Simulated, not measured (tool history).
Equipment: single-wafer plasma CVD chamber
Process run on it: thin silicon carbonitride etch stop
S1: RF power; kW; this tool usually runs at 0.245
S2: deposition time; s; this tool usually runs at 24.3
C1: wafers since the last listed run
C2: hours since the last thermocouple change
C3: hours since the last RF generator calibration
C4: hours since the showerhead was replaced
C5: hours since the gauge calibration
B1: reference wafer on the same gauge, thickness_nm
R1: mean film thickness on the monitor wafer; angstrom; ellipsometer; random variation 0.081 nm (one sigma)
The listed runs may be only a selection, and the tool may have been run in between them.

run   hour     S1    S2    C1      C2      C3      C4     C5      B1      R1
  1    0.0  0.235  24.3     0  2438.5  1450.8  2593.8  216.9  12.093  138.31
  2   56.0  0.235  24.3  1359  2494.5  1506.8  2649.8  272.9  12.113  137.62
  3  110.0  0.235  24.3  1310  2548.5  1560.8  2703.8  326.9  12.118  139.25
  4  148.4  0.245  26.6   932  2586.9  1599.2  2742.2  365.3  12.141  153.59
  5  219.6  0.245  26.6  1728  2658.1  1670.4  2813.4  436.5  12.154  154.52
  6  268.6  0.245  26.6  1189  2707.1  1719.4  2862.4  485.5  12.187  156.09
     293.0  -- thermocouple changed; heater temperature recalibrated
  7  305.3  0.255  24.3   696    12.3  1756.1  2899.1  522.2  12.221  143.20
  8  358.3  0.255  24.3  1286    65.3  1809.1  2952.1  575.2  12.254  145.95
     367.1  -- showerhead replaced
  9  383.3  0.255  24.3   412    90.3  1834.1    16.2  600.2  12.294  144.41
 10  411.9  0.245  24.3   694   118.9  1862.7    44.8  628.8  12.307  142.49
     424.3  -- RF generator calibrated
 11  446.0  0.290  29.2   633   153.0    21.7    78.9  662.9  12.323  182.97
 12  470.6  0.210  22.5   597   177.6    46.3   103.5  687.5  12.341  125.32
 13  519.9  0.245  24.3  1196   226.9    95.6   152.8  736.8  12.362  143.46
 14  565.3  0.200  20.2  1102   272.3   141.0   198.2  782.2  12.410  110.91
     578.8  -- gauge calibrated
 15  606.6  0.270  24.3  1002   313.6   182.3   239.5   27.8  12.145  146.87
 16  655.8  0.225  27.0  1194   362.8   231.5   288.7   77.0  12.135  151.09
 17  708.6  0.255  24.3  1281   415.6   284.3   341.5  129.8  12.147  143.02
 18  779.6  0.245  24.3  1723   486.6   355.3   412.5  200.8  12.154  141.89

What the log doesn't show, run by run:
wafer temperature above the value expected at the setpoint (K): 0 in every run
delivered RF power above the setpoint (%): 0 in every run
H1: gauge reads high (%)
run      H1
  1  -0.107
  2  0.0277
  3   0.187
  4   0.317
  5   0.597
  6   0.819
  7       1
  8    1.29
  9    1.43
 10     1.6
 11    1.82
 12    1.98
 13    2.33
 14    2.66
 15   0.337
 16   0.362
 17   0.416
 18   0.531
